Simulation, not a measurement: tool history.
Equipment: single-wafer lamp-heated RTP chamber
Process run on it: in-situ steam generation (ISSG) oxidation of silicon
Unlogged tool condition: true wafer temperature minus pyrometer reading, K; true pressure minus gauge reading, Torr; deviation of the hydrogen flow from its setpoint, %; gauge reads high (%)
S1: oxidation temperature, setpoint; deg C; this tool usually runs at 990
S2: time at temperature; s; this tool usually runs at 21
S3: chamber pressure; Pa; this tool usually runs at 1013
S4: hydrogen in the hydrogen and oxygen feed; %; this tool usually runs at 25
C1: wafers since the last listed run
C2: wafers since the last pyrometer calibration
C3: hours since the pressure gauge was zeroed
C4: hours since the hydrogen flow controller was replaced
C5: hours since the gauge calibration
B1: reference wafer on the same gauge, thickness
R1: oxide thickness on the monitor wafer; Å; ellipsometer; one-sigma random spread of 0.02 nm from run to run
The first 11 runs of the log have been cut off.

run,day,S1,S2,S3,S4,C1,C2,C3,C4,C5,B1,R1
12,6.883,990,15,960,25,124,135,88.8,5477.0,318.8,7.262,54.18
13,7.342,990,21,1187,25,133,269,99.8,5488.0,329.8,7.264,62.68
14,8.050,990,21,1013,25,206,476,116.8,5505.0,346.8,7.262,63.23
15,8.492,990,21,1013,25,128,605,127.4,5515.6,357.4,7.259,63.48
16,8.888,990,28,1013,25,115,720,136.9,5525.1,366.9,7.265,72.66
17,9.200,978,29,920,15,91,812,144.4,5532.6,374.4,7.254,62.14
18,9.679,990,21,1160,32,139,952,155.9,5544.1,385.9,7.264,67.28
19,9.983,990,28,920,25,88,1040,163.2,5551.4,393.2,7.255,71.89
20,10.658,978,14,920,22,197,1237,179.4,5567.6,409.4,7.260,49.15
# day 11.188: hydrogen flow controller replaced
21,11.283,1004,21,1013,25,85,1323,194.4,2.3,424.4,7.260,67.12
22,11.562,990,21,1013,32,81,1404,201.1,9.0,431.1,7.263,68.16
23,12.258,990,21,1013,25,203,1607,217.8,25.7,447.8,7.262,63.69
24,12.625,974,28,1013,19,107,1714,226.6,34.5,456.6,7.261,63.83
# day 12.862: gauge calibrated
25,13.125,990,29,1013,28,145,1860,238.6,46.5,6.3,7.253,76.31
26,13.729,990,21,1013,25,176,2037,253.1,61.0,20.8,7.254,63.70
27,14.017,981,21,1067,30,83,2121,260.0,67.9,27.7,7.259,64.57
28,14.712,978,26,1013,32,203,2324,276.7,84.6,44.4,7.254,71.58
29,14.967,981,21,920,25,74,2398,282.8,90.7,50.5,7.254,61.18
30,15.683,990,13,1013,25,209,2607,300.0,107.9,67.7,7.255,52.07
31,16.400,990,21,1013,25,209,2816,317.2,125.1,84.9,7.255,64.29
32,17.008,990,21,920,25,177,2994,331.8,139.7,99.5,7.258,64.07

Alternative continuations, all from the tool just after run 32; predict every row:
A,17.025,990,21,1013,22,4,2999,332.2,140.1,99.9,?,?
B,17.025,990,26,1013,25,4,2999,332.2,140.1,99.9,?,?
C,17.025,990,15,1107,25,4,2999,332.2,140.1,99.9,?,?

run,B1,R1
A,7.261,62.16
B,7.261,70.88
C,7.261,55.12
With no hidden state in the tool, these same runs would have given:
run,R1
A,60.77
B,69.19
C,54.01

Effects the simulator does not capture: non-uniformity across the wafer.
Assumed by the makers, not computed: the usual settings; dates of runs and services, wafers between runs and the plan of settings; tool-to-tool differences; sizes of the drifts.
